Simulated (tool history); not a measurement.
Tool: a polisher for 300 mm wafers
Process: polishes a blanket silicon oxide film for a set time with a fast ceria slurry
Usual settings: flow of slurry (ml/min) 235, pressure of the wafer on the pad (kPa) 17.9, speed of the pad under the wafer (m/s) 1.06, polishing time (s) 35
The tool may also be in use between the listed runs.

| run | hour | flow of slurry (ml/min) | pressure of the wafer on the pad (kPa) | speed of the pad under the wafer (m/s) | polishing time (s) | wafers since the last listed run | wafers polished on this pad | hours since the slurry nozzle was cleaned | hours since the head pressure was calibrated | incoming thickness of the incoming film, nm | film removed (Å) |
|---|---|---|---|---|---|---|---|---|---|---|---|
| 1 | 0.0 | 235 | 17.9 | 1.06 | 35 | 0 | 184 | 358.8 | 729.8 | 1486.6 | 5982 |
| 2 | 14.8 | 235 | 17.9 | 1.06 | 35 | 215 | 400 | 373.6 | 744.6 | 1516.3 | 5868 |
| 3 | 30.8 | 235 | 17.9 | 1.06 | 35 | 233 | 633 | 389.6 | 760.6 | 1529.4 | 5818 |
|  | 50.9 | worn pad replaced by a new one |
| 4 | 51.4 | 235 | 17.9 | 0.80 | 35 | 242 | 6 | 410.2 | 781.2 | 1517.3 | 4114 |
| 5 | 62.8 | 235 | 17.9 | 0.80 | 35 | 166 | 173 | 421.6 | 792.6 | 1522.0 | 4111 |
| 6 | 79.8 | 235 | 17.9 | 0.80 | 35 | 247 | 420 | 438.6 | 809.6 | 1499.4 | 3934 |
|  | 89.0 | worn pad replaced by a new one, repeated, since the last time left the tool worse |
| 7 | 89.9 | 235 | 17.9 | 1.06 | 35 | 88 | 13 | 448.7 | 819.7 | 1526.7 | 6037 |
|  | 92.0 | slurry nozzle cleaned |
| 8 | 104.0 | 235 | 17.9 | 1.06 | 35 | 191 | 204 | 12.0 | 833.8 | 1518.6 | 5928 |
|  | 111.5 | head pressure recalibrated |
| 9 | 119.1 | 235 | 17.9 | 1.06 | 35 | 191 | 395 | 27.1 | 7.6 | 1521.5 | 6000 |
| 10 | 132.3 | 235 | 17.9 | 1.06 | 35 | 192 | 588 | 40.3 | 20.8 | 1511.6 | 5872 |
|  | 146.0 | worn pad replaced by a new one |
| 11 | 146.5 | 235 | 17.9 | 0.72 | 30 | 148 | 7 | 54.5 | 35.0 | 1513.0 | 3511 |
| 12 | 158.7 | 235 | 17.9 | 1.06 | 39 | 177 | 185 | 66.7 | 47.2 | 1512.7 | 6564 |
| 13 | 172.4 | 190 | 17.9 | 1.06 | 35 | 199 | 384 | 80.4 | 60.9 | 1523.6 | 5639 |
| 14 | 181.6 | 235 | 14.5 | 1.06 | 41 | 134 | 519 | 89.6 | 70.1 | 1493.9 | 5600 |
| 15 | 198.8 | 235 | 17.9 | 1.06 | 40 | 250 | 769 | 106.8 | 87.3 | 1509.6 | 6507 |
|  | 207.4 | worn pad replaced by a new one |
| 16 | 216.2 | 235 | 23.4 | 1.06 | 35 | 195 | 128 | 124.2 | 104.7 | 1537.3 | 7859 |
| 17 | 230.5 | 180 | 24.1 | 0.70 | 44 | 208 | 337 | 138.5 | 119.0 | 1487.0 | 6348 |

Hidden state at the last listed run before each entry between runs and at the first one after, where it differs:
Between runs 3 and 4: worn pad replaced by a new one (hour 50.9)
  removal rate lost through wear of the pad, %: 6.07 -> 10.6
  measured less the result without the state, film removed (Å): -377 -> -491
Between runs 6 and 7: worn pad replaced by a new one, repeated, since the last time left the tool worse (hour 89.0)
  removal rate lost through wear of the pad, %: 15.1 -> 0.99
  measured less the result without the state, film removed (Å): -701 -> -60
Between runs 7 and 8: slurry nozzle cleaned (hour 92.0)
  removal rate lost through wear of the pad, %: 0.99 -> 3.9
  measured less the result without the state, film removed (Å): -60 -> -241
Between runs 8 and 9: head pressure recalibrated (hour 111.5)
  removal rate lost through wear of the pad, %: 3.9 -> 5.41
  measured less the result without the state, film removed (Å): -241 -> -344
Between runs 10 and 11: worn pad replaced by a new one (hour 146.0)
  removal rate lost through wear of the pad, %: 6.06 -> 0.841
  measured less the result without the state, film removed (Å): -379 -> -29
Between runs 15 and 16: worn pad replaced by a new one (hour 207.4)
  removal rate lost through wear of the pad, %: 6.3 -> 2.72
  measured less the result without the state, film removed (Å): -438 -> -219
